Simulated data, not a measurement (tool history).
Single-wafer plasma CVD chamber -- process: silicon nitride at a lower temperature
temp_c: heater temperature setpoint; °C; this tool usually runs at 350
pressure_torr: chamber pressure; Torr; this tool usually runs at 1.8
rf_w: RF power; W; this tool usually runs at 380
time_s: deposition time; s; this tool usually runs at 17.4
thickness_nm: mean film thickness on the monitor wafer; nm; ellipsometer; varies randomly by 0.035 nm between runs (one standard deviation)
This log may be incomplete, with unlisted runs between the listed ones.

run,hour,temp_c,pressure_torr,rf_w,time_s,"read-back reference wafer on the same gauge, thickness_nm",thickness_nm
1,0,350,1.8,380,17.4,25.5,23.381
2,15.2,350,1.8,380,17.4,25.499,23.391
3,23.9,350,1.8,380,17.4,25.507,23.362
4,34.5,350,1.8,380,19.1,25.502,25.69
5,43.3,350,1.8,380,19.1,25.516,25.714
6,56.6,350,1.8,380,19.1,25.503,25.676
7,65,359,1.8,355,17.4,25.515,22.411
8,79.8,359,1.8,355,17.4,25.477,22.446
9,94.3,350,1.8,380,17.4,25.502,23.389
10,106.3,350,1.92,440,17.4,25.511,25.776
11,117.5,360,2.15,380,17.4,25.5,24.028
12,131.3,358,1.8,425,17.4,25.493,24.468
13,135.2,361,1.8,380,20.4,25.496,26.939
14,151.4,365,1.8,380,18.9,25.488,25.487
15,164.5,360,1.99,380,14.7,25.503,20.161
16,173.5,361,1.8,380,17.4,25.489,23.458
17,200.5,350,1.8,355,17.4,25.489,22.712
18,209,361,1.8,380,17.4,25.484,23.406
19,217.4,350,1.8,320,17.4,25.496,21.38
20,226.4,350,1.8,380,17.4,25.495,23.55
21,235.9,350,1.8,380,17.4,25.517,23.594
22,248.3,350,1.8,380,17.4,25.487,23.643
23,265.6,350,1.8,330,14.2,25.499,17.686
24,278.3,350,1.8,330,14.2,25.5,17.711
25,294.2,361,1.48,380,17.4,25.5,22.623
26,305.7,350,1.8,380,16.1,25.52,21.802
27,316.3,350,1.8,420,17.4,25.515,24.926
28,333.9,350,1.8,415,17.4,25.503,24.752
29,350.3,350,1.8,380,17.4,25.49,23.512
30,357.1,350,1.38,440,17.4,25.52,24.418

Not shown: 5 entries that the log had between the listed runs. Between which runs, and how does the tool's hidden state differ before and after?
In the gap between runs 7 and 8: thermocouple changed; heater temperature recalibrated (hour 79.1)
  delivered RF power above the setpoint (%): -4.14 -> -4.19; true pressure above the setpoint (%): 7.95 -> 8.05
  difference, measured minus the result without the unlogged condition, thickness_nm: -0.241 -> -0.244 nm
In the gap between runs 11 and 12: capacitance manometer re-zeroed and calibrated (hour 130.8)
  delivered RF power above the setpoint (%): -4.31 -> -4.35; true pressure above the setpoint (%): 8.3 -> 0.824
  difference, measured minus the result without the unlogged condition, thickness_nm: -0.29 -> -0.564 nm
In the gap between runs 13 and 14: RF generator calibrated (hour 146.5)
  delivered RF power above the setpoint (%): -4.36 -> -0.606; true pressure above the setpoint (%): 0.849 -> 0.955
  difference, measured minus the result without the unlogged condition, thickness_nm: -0.668 -> -0.047 nm
In the gap between runs 14 and 15: gauge calibrated (hour 164.5)
  delivered RF power above the setpoint (%): -0.606 -> -0.647; true pressure above the setpoint (%): 0.955 -> 1.04
  difference, measured minus the result without the unlogged condition, thickness_nm: -0.047 -> -0.038 nm
In the gap between runs 16 and 17: showerhead replaced (hour 195)
  delivered RF power above the setpoint (%): -0.675 -> -0.758; true pressure above the setpoint (%): 1.1 -> 1.28
  difference, measured minus the result without the unlogged condition, thickness_nm: -0.047 -> -0.049 nm

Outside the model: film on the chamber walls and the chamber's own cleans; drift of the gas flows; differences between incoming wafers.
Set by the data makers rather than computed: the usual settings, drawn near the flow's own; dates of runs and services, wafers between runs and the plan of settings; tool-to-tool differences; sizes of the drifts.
